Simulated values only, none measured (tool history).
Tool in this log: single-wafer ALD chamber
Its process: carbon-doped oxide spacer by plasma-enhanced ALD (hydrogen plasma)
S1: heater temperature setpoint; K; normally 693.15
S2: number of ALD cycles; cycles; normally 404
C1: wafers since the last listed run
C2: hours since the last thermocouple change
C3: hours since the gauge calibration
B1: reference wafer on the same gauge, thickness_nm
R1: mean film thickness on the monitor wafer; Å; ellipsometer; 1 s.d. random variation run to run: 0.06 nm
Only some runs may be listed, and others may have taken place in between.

Run 1, hour 0: usual settings; C1 0; C2 1247.5; C3 486.3; B1 20.708. Result: R1 192.8 Å.
Run 2, hour 99.6: usual settings; C1 108; C2 1347.1; C3 585.9; B1 20.696. Result: R1 192.6 Å.
Run 3, hour 169.5: usual settings; C1 75; C2 1417; C3 655.8; B1 20.704. Result: R1 193.31 Å.
Run 4, hour 208: usual settings but S1 685.15 K; C1 41; C2 1455.5; C3 694.3; B1 20.729. Result: R1 197.17 Å.
Run 5, hour 292.5: usual settings but S1 685.15 K; C1 91; C2 1540; C3 778.8; B1 20.718. Result: R1 196.84 Å.
Run 6, hour 350.1: usual settings but S1 685.15 K; C1 62; C2 1597.6; C3 836.4; B1 20.711. Result: R1 197.44 Å.
Run 7, hour 431.5: usual settings but S1 697.15 K, S2 466 cycles; C1 88; C2 1679; C3 917.8; B1 20.733. Result: R1 221.52 Å.
At hour 631.5: gauge calibrated.
At hour 650.5: thermocouple changed; heater temperature recalibrated.
Run 8, hour 730.9: usual settings; C1 316; C2 80.4; C3 99.4; B1 20.711. Result: R1 190.83 Å.
Run 9, hour 794.1: usual settings; C1 68; C2 143.6; C3 162.6; B1 20.721. Result: R1 191.11 Å.
Run 10, hour 882.4: usual settings but S2 339 cycles; C1 95; C2 231.9; C3 250.9; B1 20.705. Result: R1 159.9 Å.
Run 11, hour 1145.8: usual settings but S1 707.15 K, S2 484 cycles; C1 285; C2 495.3; C3 514.3; B1 20.715. Result: R1 220.18 Å.
Run 12, hour 1242.5: usual settings but S2 455 cycles; C1 104; C2 592; C3 611; B1 20.701. Result: R1 215.96 Å.
Run 13, hour 1302.7: usual settings; C1 65; C2 652.2; C3 671.2; B1 20.695. Result: R1 191.98 Å.
Run 14, hour 1378.7: usual settings but S1 700.15 K, S2 456 cycles; C1 82; C2 728.2; C3 747.2; B1 20.687. Result: R1 211.31 Å.
Run 15, hour 1472.6: usual settings but S1 700.15 K, S2 430 cycles; C1 101; C2 822.1; C3 841.1; B1 20.72. Result: R1 200.07 Å.
Run 16, hour 1579.7: usual settings but S2 382 cycles; C1 116; C2 929.2; C3 948.2; B1 20.688. Result: R1 181.28 Å.
Run 17, hour 1673.2: usual settings but S1 681.15 K, S2 351 cycles; C1 101; C2 1022.7; C3 1041.7; B1 20.701. Result: R1 172 Å.
Run 18, hour 1709.6: usual settings but S1 685.15 K; C1 39; C2 1059.1; C3 1078.1; B1 20.695. Result: R1 196.75 Å.
Run 19, hour 1806: usual settings but S1 700.15 K, S2 381 cycles; C1 104; C2 1155.5; C3 1174.5; B1 20.701. Result: R1 177.73 Å.
Run 20, hour 1863.7: usual settings but S1 682.15 K, S2 376 cycles; C1 62; C2 1213.2; C3 1232.2; B1 20.722. Result: R1 184.25 Å.

Each row is a separate what-if for the run after 20, all from the same tool condition, not one after another. Results?
Run A, hour 1864.7: usual settings but S2 474 cycles; C1 1; C2 1214.2; C3 1233.2; B1 ?. Result: R1 ?.
Run B, hour 1864.7: usual settings but S1 681.15 K; C1 1; C2 1214.2; C3 1233.2; B1 ?. Result: R1 ?.
Run C, hour 1864.7: usual settings but S1 702.15 K; C1 1; C2 1214.2; C3 1233.2; B1 ?. Result: R1 ?.
Run D, hour 1864.7: usual settings but S1 679.15 K, S2 325 cycles; C1 1; C2 1214.2; C3 1233.2; B1 ?. Result: R1 ?.
Run E, hour 1864.7: usual settings but S1 679.15 K, S2 465 cycles; C1 1; C2 1214.2; C3 1233.2; B1 ?. Result: R1 ?.

run      B1      R1
  A  20.683  226.71
  B  20.683  199.68
  C  20.683  188.39
  D  20.683   161.5
  E  20.683  231.07
Stripped of hidden state, with their random variation kept, the same runs would have yielded:
run      R1
  A  224.66
  B  197.93
  C  186.64
  D  160.09
  E  229.06

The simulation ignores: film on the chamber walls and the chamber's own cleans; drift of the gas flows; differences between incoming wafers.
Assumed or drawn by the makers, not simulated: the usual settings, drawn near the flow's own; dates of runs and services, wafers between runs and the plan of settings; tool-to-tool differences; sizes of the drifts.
